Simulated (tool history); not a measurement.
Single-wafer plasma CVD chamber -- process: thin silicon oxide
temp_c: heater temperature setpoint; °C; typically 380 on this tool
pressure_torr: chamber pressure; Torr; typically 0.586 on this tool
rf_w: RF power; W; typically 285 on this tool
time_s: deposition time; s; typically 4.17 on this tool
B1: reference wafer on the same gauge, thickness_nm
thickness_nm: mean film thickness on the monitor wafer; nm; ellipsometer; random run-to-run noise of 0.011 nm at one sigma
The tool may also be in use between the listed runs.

Run 1, hour 0.0: usual settings; B1 5.560. Result: thickness_nm 4.784 nm.
Run 2, hour 11.0: usual settings; B1 5.561. Result: thickness_nm 4.798 nm.
Run 3, hour 19.2: usual settings; B1 5.559. Result: thickness_nm 4.793 nm.
Run 4, hour 28.4: usual settings; B1 5.560. Result: thickness_nm 4.764 nm.
Run 5, hour 36.8: usual settings but temp_c 371 °C, pressure_torr 0.646 Torr; B1 5.560. Result: thickness_nm 5.298 nm.
Run 6, hour 43.1: usual settings but temp_c 371 °C, pressure_torr 0.646 Torr; B1 5.557. Result: thickness_nm 5.318 nm.
Run 7, hour 55.1: usual settings; B1 5.560. Result: thickness_nm 4.750 nm.
Run 8, hour 71.2: usual settings but pressure_torr 0.487 Torr; B1 5.564. Result: thickness_nm 3.952 nm.
Run 9, hour 82.1: usual settings but pressure_torr 0.487 Torr; B1 5.561. Result: thickness_nm 3.935 nm.
Run 10, hour 95.0: usual settings; B1 5.558. Result: thickness_nm 4.746 nm.
Run 11, hour 104.0: usual settings; B1 5.563. Result: thickness_nm 4.755 nm.
Run 12, hour 111.1: usual settings; B1 5.561. Result: thickness_nm 4.759 nm.
Run 13, hour 129.0: usual settings; B1 5.556. Result: thickness_nm 4.752 nm.
Run 14, hour 144.1: usual settings but temp_c 367 °C, pressure_torr 0.650 Torr, rf_w 320 W; B1 5.562. Result: thickness_nm 5.607 nm.
At hour 147.0: gauge calibrated.
Run 15, hour 160.0: usual settings but time_s 4.48 s; B1 5.559. Result: thickness_nm 5.070 nm.
At hour 169.3: showerhead replaced.
Run 16, hour 173.3: usual settings but temp_c 375 °C, pressure_torr 0.532 Torr, rf_w 315 W; B1 5.562. Result: thickness_nm 4.523 nm.
Run 17, hour 189.5: usual settings but temp_c 371 °C, pressure_torr 0.701 Torr, rf_w 310 W, time_s 4.40 s; B1 5.559. Result: thickness_nm 6.244 nm.
Run 18, hour 207.0: usual settings but rf_w 320 W; B1 5.559. Result: thickness_nm 4.981 nm.
Run 19, hour 214.9: usual settings; B1 5.561. Result: thickness_nm 4.733 nm.
Run 20, hour 224.8: usual settings but temp_c 371 °C, pressure_torr 0.646 Torr; B1 5.560. Result: thickness_nm 5.256 nm.
At hour 247.7: RF generator calibrated.
Run 21, hour 248.2: usual settings but temp_c 373 °C, time_s 3.76 s; B1 5.560. Result: thickness_nm 4.432 nm.
Run 22, hour 281.0: usual settings but rf_w 315 W; B1 5.560. Result: thickness_nm 5.087 nm.
At hour 294.5: capacitance manometer re-zeroed and calibrated.
At hour 296.5: thermocouple changed; heater temperature recalibrated.
Run 23, hour 297.0: usual settings but temp_c 389 °C, pressure_torr 0.492 Torr, rf_w 230 W, time_s 3.35 s; B1 5.554. Result: thickness_nm 3.164 nm.
Run 24, hour 309.6: usual settings; B1 5.559. Result: thickness_nm 5.265 nm.
Run 25, hour 341.2: usual settings; B1 5.553. Result: thickness_nm 5.236 nm.
Run 26, hour 357.5: usual settings; B1 5.561. Result: thickness_nm 5.240 nm.
Run 27, hour 365.7: usual settings; B1 5.564. Result: thickness_nm 5.236 nm.
Run 28, hour 378.5: usual settings but temp_c 376 °C, pressure_torr 0.513 Torr; B1 5.557. Result: thickness_nm 4.576 nm.

5 ways to go on from here, each from the tool as it stands after run 28. What would each give?
Run A, hour 378.9: usual settings but rf_w 340 W; B1 ?. Result: thickness_nm ?.
Run B, hour 378.9: usual settings but rf_w 305 W, time_s 4.76 s; B1 ?. Result: thickness_nm ?.
Run C, hour 378.9: usual settings but temp_c 387 °C, time_s 3.96 s; B1 ?. Result: thickness_nm ?.
Run D, hour 378.9: usual settings but pressure_torr 0.465 Torr; B1 ?. Result: thickness_nm ?.
Run E, hour 378.9: usual settings but temp_c 391 °C, rf_w 310 W, time_s 3.90 s; B1 ?. Result: thickness_nm ?.

run     B1  thickness_nm
  A  5.562         5.658
  B  5.562         6.162
  C  5.562         4.950
  D  5.562         4.141
  E  5.562         5.055
Had the tool no hidden state, the same runs would have come out as:
run  thickness_nm
  A         5.678
  B         6.185
  C         4.971
  D         4.157
  E         5.072
